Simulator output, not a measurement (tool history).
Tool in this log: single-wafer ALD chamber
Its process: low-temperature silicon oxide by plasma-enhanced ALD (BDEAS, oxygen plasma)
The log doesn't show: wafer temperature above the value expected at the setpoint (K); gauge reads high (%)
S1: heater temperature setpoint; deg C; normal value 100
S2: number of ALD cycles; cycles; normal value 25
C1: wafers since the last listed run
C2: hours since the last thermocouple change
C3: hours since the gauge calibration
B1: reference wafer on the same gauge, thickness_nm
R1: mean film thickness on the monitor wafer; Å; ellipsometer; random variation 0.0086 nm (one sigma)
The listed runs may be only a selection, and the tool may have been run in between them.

run,day,S1,S2,C1,C2,C3,B1,R1
1,0.000,100,25,0,902.1,936.2,3.890,35.03
2,1.942,100,25,666,948.7,982.8,3.893,34.82
3,6.288,100,25,1492,1053.0,1087.1,3.899,34.91
4,9.062,100,23,953,1119.6,1153.7,3.903,32.02
5,11.742,100,23,920,1183.9,1218.0,3.907,32.18
6,13.692,100,23,669,1230.7,1264.8,3.910,32.23
7,16.958,100,25,1122,1309.1,1343.2,3.913,35.06
# day 18.150: gauge calibrated
8,19.167,100,25,758,1362.1,24.4,3.847,34.53
9,22.046,87,21,988,1431.2,93.5,3.850,30.11
10,25.538,94,21,1199,1515.0,177.3,3.854,29.61
# day 26.208: thermocouple changed; heater temperature recalibrated
11,27.438,100,25,538,29.5,222.9,3.857,34.46
12,31.929,100,23,1542,137.3,330.7,3.865,31.83
13,36.175,87,27,1458,239.2,432.6,3.870,39.06
14,38.908,110,23,938,304.8,498.2,3.874,31.42
15,41.025,94,23,727,355.6,549.0,3.877,32.55
16,51.383,104,21,3557,604.2,797.6,3.892,29.09

Here are 5 independent what-if runs from the current tool condition. What would each one return?
A,51.400,100,25,5,604.6,798.0,?,?
B,51.400,88,27,5,604.6,798.0,?,?
C,51.400,106,28,5,604.6,798.0,?,?
D,51.400,111,22,5,604.6,798.0,?,?
E,51.400,94,25,5,604.6,798.0,?,?

run,B1,R1
A,3.891,34.90
B,3.891,39.12
C,3.891,38.71
D,3.891,30.17
E,3.891,35.56
With the hidden condition removed and each run's random variation left untouched, the same runs would have given:
run,R1
A,34.43
B,38.61
C,38.20
D,29.77
E,35.09
